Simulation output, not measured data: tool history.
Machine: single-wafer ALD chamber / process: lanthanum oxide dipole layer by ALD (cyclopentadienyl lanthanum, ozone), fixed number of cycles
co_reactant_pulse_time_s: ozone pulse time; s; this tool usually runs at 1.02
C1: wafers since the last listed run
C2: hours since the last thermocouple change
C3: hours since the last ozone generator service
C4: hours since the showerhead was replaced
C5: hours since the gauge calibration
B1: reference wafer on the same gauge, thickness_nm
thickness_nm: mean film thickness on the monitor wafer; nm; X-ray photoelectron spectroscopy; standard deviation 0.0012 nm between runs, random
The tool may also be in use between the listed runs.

Run 1, hour 0.0: usual settings but co_reactant_pulse_time_s 0.80 s; C1 0; C2 1477.4; C3 1934.6; C4 5500.8; C5 280.7; B1 0.508. Result: thickness_nm 0.376 nm.
Run 2, hour 13.1: usual settings but co_reactant_pulse_time_s 0.80 s; C1 242; C2 1490.5; C3 1947.7; C4 5513.9; C5 293.8; B1 0.508. Result: thickness_nm 0.376 nm.
Run 3, hour 26.3: usual settings but co_reactant_pulse_time_s 0.80 s; C1 243; C2 1503.7; C3 1960.9; C4 5527.1; C5 307.0; B1 0.508. Result: thickness_nm 0.375 nm.
Run 4, hour 38.3: usual settings but co_reactant_pulse_time_s 0.91 s; C1 221; C2 1515.7; C3 1972.9; C4 5539.1; C5 319.0; B1 0.508. Result: thickness_nm 0.399 nm.
Run 5, hour 52.0: usual settings but co_reactant_pulse_time_s 0.91 s; C1 253; C2 1529.4; C3 1986.6; C4 5552.8; C5 332.7; B1 0.508. Result: thickness_nm 0.400 nm.
Run 6, hour 62.1: usual settings but co_reactant_pulse_time_s 1.12 s; C1 186; C2 1539.5; C3 1996.7; C4 5562.9; C5 342.8; B1 0.508. Result: thickness_nm 0.437 nm.
Run 7, hour 71.6: usual settings but co_reactant_pulse_time_s 1.12 s; C1 175; C2 1549.0; C3 2006.2; C4 5572.4; C5 352.3; B1 0.508. Result: thickness_nm 0.436 nm.
Run 8, hour 88.0: usual settings but co_reactant_pulse_time_s 1.12 s; C1 303; C2 1565.4; C3 2022.6; C4 5588.8; C5 368.7; B1 0.508. Result: thickness_nm 0.434 nm.
Run 9, hour 113.4: usual settings; C1 469; C2 1590.8; C3 2048.0; C4 5614.2; C5 394.1; B1 0.508. Result: thickness_nm 0.419 nm.
Run 10, hour 155.0: usual settings; C1 768; C2 1632.4; C3 2089.6; C4 5655.8; C5 435.7; B1 0.508. Result: thickness_nm 0.421 nm.
Run 11, hour 161.2: usual settings; C1 114; C2 1638.6; C3 2095.8; C4 5662.0; C5 441.9; B1 0.508. Result: thickness_nm 0.419 nm.
At hour 171.8: ozone generator serviced.
Run 12, hour 174.4: usual settings; C1 96; C2 1651.8; C3 2.6; C4 5675.2; C5 455.1; B1 0.508. Result: thickness_nm 0.459 nm.
Run 13, hour 183.2: usual settings but co_reactant_pulse_time_s 1.16 s; C1 162; C2 1660.6; C3 11.4; C4 5684.0; C5 463.9; B1 0.508. Result: thickness_nm 0.478 nm.
Run 14, hour 189.6: usual settings but co_reactant_pulse_time_s 0.82 s; C1 118; C2 1667.0; C3 17.8; C4 5690.4; C5 470.3; B1 0.508. Result: thickness_nm 0.423 nm.
Run 15, hour 205.9: usual settings but co_reactant_pulse_time_s 1.17 s; C1 301; C2 1683.3; C3 34.1; C4 5706.7; C5 486.6; B1 0.508. Result: thickness_nm 0.474 nm.
At hour 223.6: thermocouple changed; heater temperature recalibrated.
Run 16, hour 224.1: usual settings but co_reactant_pulse_time_s 1.34 s; C1 188; C2 0.5; C3 52.3; C4 5724.9; C5 504.8; B1 0.508. Result: thickness_nm 0.491 nm.
Run 17, hour 269.1: usual settings but co_reactant_pulse_time_s 0.78 s; C1 831; C2 45.5; C3 97.3; C4 5769.9; C5 549.8; B1 0.508. Result: thickness_nm 0.410 nm.
Run 18, hour 277.3: usual settings but co_reactant_pulse_time_s 1.36 s; C1 151; C2 53.7; C3 105.5; C4 5778.1; C5 558.0; B1 0.508. Result: thickness_nm 0.492 nm.
At hour 294.6: showerhead replaced.
Run 19, hour 295.1: usual settings but co_reactant_pulse_time_s 0.92 s; C1 181; C2 71.5; C3 123.3; C4 0.5; C5 575.8; B1 0.508. Result: thickness_nm 0.439 nm.
Run 20, hour 297.6: usual settings; C1 46; C2 74.0; C3 125.8; C4 3.0; C5 578.3; B1 0.508. Result: thickness_nm 0.455 nm.
Run 21, hour 311.3: usual settings; C1 253; C2 87.7; C3 139.5; C4 16.7; C5 592.0; B1 0.508. Result: thickness_nm 0.454 nm.
At hour 312.3: gauge calibrated.
Run 22, hour 321.0: usual settings but co_reactant_pulse_time_s 1.38 s; C1 179; C2 97.4; C3 149.2; C4 26.4; C5 8.7; B1 0.508. Result: thickness_nm 0.489 nm.

Expected results for the next run?
Run 23, hour 328.9: usual settings but co_reactant_pulse_time_s 1.19 s; C1 146; C2 105.3; C3 157.1; C4 34.3; C5 16.6; B1 ?. Result: thickness_nm ?.

B1: 0.508
thickness_nm: 0.475 nm
Take away the tool's hidden state, keep the run-to-run variation as it was, and the same run would have given thickness_nm 0.482 nm.
